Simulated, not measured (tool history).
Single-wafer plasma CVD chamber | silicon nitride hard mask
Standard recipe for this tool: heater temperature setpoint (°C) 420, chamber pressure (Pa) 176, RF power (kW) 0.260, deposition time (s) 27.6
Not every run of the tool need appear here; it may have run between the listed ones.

run,hour,heater temperature setpoint (°C),chamber pressure (Pa),RF power (kW),deposition time (s),wafers since the last listed run,hours since the last thermocouple change,hours since the last RF generator calibration,hours since the last manometer calibration,hours since the showerhead was replaced,hours since the gauge calibration,"read-back reference wafer on the same gauge, thickness_nm",mean film thickness on the monitor wafer (angstrom)
1,0.0,420,211,0.260,26.5,0,1692.7,748.2,1790.6,6202.3,210.2,21.291,249.09
2,14.2,420,211,0.260,26.5,373,1706.9,762.4,1804.8,6216.5,224.4,21.305,250.00
3,30.6,420,165,0.260,27.6,431,1723.3,778.8,1821.2,6232.9,240.8,21.287,244.69
4,40.8,420,165,0.260,27.6,268,1733.5,789.0,1831.4,6243.1,251.0,21.316,243.51
5,53.6,420,176,0.260,27.6,336,1746.3,801.8,1844.2,6255.9,263.8,21.285,247.36
6,68.4,420,176,0.260,27.6,389,1761.1,816.6,1859.0,6270.7,278.6,21.298,247.52
7,80.1,420,195,0.295,27.6,307,1772.8,828.3,1870.7,6282.4,290.3,21.310,271.41
8,98.9,420,176,0.260,27.6,494,1791.6,847.1,1889.5,6301.2,309.1,21.300,247.39
# hour 114.3: gauge calibrated
9,122.1,420,176,0.260,27.6,609,1814.8,870.3,1912.7,6324.4,7.8,21.288,247.47
# hour 138.0: thermocouple changed; heater temperature recalibrated
10,138.3,420,176,0.260,27.6,215,0.3,886.5,1928.9,6340.6,24.0,21.313,247.88
11,146.1,420,176,0.260,27.6,205,8.1,894.3,1936.7,6348.4,31.8,21.296,248.07
12,156.7,420,176,0.260,27.6,278,18.7,904.9,1947.3,6359.0,42.4,21.300,247.25
# hour 178.6: showerhead replaced
13,179.1,425,176,0.260,27.6,378,41.1,927.3,1969.7,0.5,64.8,21.298,247.03
14,181.6,430,176,0.260,31.1,65,43.6,929.8,1972.2,3.0,67.3,21.298,277.49
15,189.9,432,217,0.215,24.9,218,51.9,938.1,1980.5,11.3,75.6,21.282,210.67
16,204.2,420,176,0.260,27.6,375,66.2,952.4,1994.8,25.6,89.9,21.311,246.96
# hour 213.6: RF generator calibrated
# hour 220.0: capacitance manometer re-zeroed and calibrated
17,220.5,416,147,0.240,23.2,49,82.5,6.9,0.5,41.9,106.2,21.314,198.77
18,222.9,420,176,0.260,27.6,63,84.9,9.3,2.9,44.3,108.6,21.295,257.01
19,238.1,420,176,0.260,27.6,399,100.1,24.5,18.1,59.5,123.8,21.285,256.17

For run 20, what comes out?
20,255.5,433,176,0.245,27.6,457,117.5,41.9,35.5,76.9,141.2,?,?

{"run 20": {"read-back reference wafer on the same gauge, thickness_nm": 21.301, "mean film thickness on the monitor wafer (angstrom)": 246.54}}
Had the tool carried no hidden state, the very same run would have given mean film thickness on the monitor wafer (angstrom) 249.47.
